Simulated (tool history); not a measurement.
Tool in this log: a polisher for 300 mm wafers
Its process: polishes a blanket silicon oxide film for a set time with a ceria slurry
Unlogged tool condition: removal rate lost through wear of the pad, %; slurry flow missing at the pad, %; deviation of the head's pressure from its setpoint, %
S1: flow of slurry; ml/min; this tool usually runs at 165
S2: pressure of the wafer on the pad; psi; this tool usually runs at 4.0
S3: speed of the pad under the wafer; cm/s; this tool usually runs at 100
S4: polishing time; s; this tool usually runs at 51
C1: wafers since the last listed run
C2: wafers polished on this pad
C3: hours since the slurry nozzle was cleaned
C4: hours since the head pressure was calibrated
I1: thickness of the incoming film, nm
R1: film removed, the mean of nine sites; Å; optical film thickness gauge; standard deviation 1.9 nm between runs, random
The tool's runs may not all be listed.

run	hour	S1	S2	S3	S4	C1	C2	C3	C4	I1	R1
1	0.0	180	4.0	76	51	0	369	146.5	919.1	833.0	2073
2	18.4	180	4.0	76	51	124	494	164.9	937.5	825.4	2060
3	34.7	130	4.0	100	51	110	604	181.2	953.8	816.1	2468
4	59.5	130	4.0	100	51	167	772	206.0	978.6	819.6	2378
5	73.8	125	4.0	100	51	96	869	220.3	992.9	807.3	2287
6	99.3	125	4.0	100	51	172	1041	245.8	1018.4	826.1	2177
# hour 111.0: slurry nozzle cleaned
7	112.3	150	4.0	100	51	81	1123	1.3	1031.4	826.1	2704
# hour 121.3: head pressure recalibrated
8	126.0	165	4.0	100	40	79	1202	15.0	4.7	809.1	2323
# hour 144.6: worn pad replaced by a new one
9	193.2	165	2.7	100	51	427	329	82.2	71.9	829.9	2392
10	223.3	200	3.3	86	42	203	532	112.3	102.0	804.6	1907
11	246.9	165	3.1	100	41	159	692	135.9	125.6	824.1	2035
12	276.5	130	4.0	100	51	200	892	165.5	155.2	814.1	2709
# hour 305.5: slurry nozzle cleaned
13	310.6	165	4.8	100	63	224	1117	5.1	189.3	825.3	4158

Predict the results of run 14:
# hour 328.5: worn pad replaced by a new one
14	343.2	140	4.0	68	51	193	99	37.7	221.9	812.6	?

R1: 1941 Å
Take away the tool's hidden state, keep the run-to-run variation as it was, and the same run would have given R1 1957 Å.
